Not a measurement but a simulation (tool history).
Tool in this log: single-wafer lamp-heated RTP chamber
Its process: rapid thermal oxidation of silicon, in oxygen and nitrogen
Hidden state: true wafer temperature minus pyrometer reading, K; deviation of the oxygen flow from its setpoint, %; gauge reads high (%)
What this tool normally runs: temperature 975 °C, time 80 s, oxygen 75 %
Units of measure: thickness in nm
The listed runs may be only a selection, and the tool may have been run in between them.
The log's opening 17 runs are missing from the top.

run,day,temperature,time,oxygen,wafers since the last listed run,wafers since the last pyrometer calibration,hours since the oxygen flow controller was replaced,hours since the gauge calibration,"read-back reference wafer on the same gauge, thickness",thickness
# day 8.462: oxygen flow controller replaced
18,8.483,993,92,98,5,7780,0.5,238.9,5.149,6.825
19,8.942,975,80,75,92,7873,11.5,249.9,5.15,5.089
20,9.533,975,80,61,120,7993,25.7,264.1,5.159,4.747
21,9.975,975,66,67,89,8083,36.3,274.7,5.141,4.53
22,10.692,975,43,75,145,8228,53.5,291.9,5.152,3.95
23,11.388,975,65,75,141,8369,70.2,308.6,5.152,4.668
# day 11.538: gauge calibrated
# day 11.942: pyrometer window cleaned and pyrometer calibrated
24,12.012,947,80,51,59,14,85.2,11.4,5.15,3.707
25,12.579,957,110,57,114,129,98.8,25,5.15,4.7
26,13.008,959,80,92,87,216,109.1,35.3,5.148,4.855
27,13.621,975,80,75,124,340,123.8,50,5.158,5.056
28,14.238,975,80,75,125,465,138.6,64.8,5.146,5.099
29,14.55,945,80,66,63,529,146.1,72.3,5.156,3.939
30,16.088,975,99,75,311,840,183,109.2,5.148,5.598
31,16.446,975,80,75,72,913,191.6,117.8,5.144,5.069
32,16.796,975,80,75,70,984,200,126.2,5.147,5.086
33,17.321,975,80,51,106,1091,212.6,138.8,5.155,4.485
34,17.946,975,59,75,126,1217,227.6,153.8,5.152,4.47
35,18.667,975,80,75,146,1364,244.9,171.1,5.15,5.095
36,19.096,998,80,94,87,1451,255.2,181.4,5.156,6.541

Estimate the outcome of run 37 from the log above:
37,19.817,955,80,61,146,1597,272.5,198.7,?,?

For run 37 the tool returned read-back reference wafer on the same gauge, thickness 5.149, thickness 4.131 nm.
Had the tool carried no hidden state, the very same run would have given thickness 4.131 nm.

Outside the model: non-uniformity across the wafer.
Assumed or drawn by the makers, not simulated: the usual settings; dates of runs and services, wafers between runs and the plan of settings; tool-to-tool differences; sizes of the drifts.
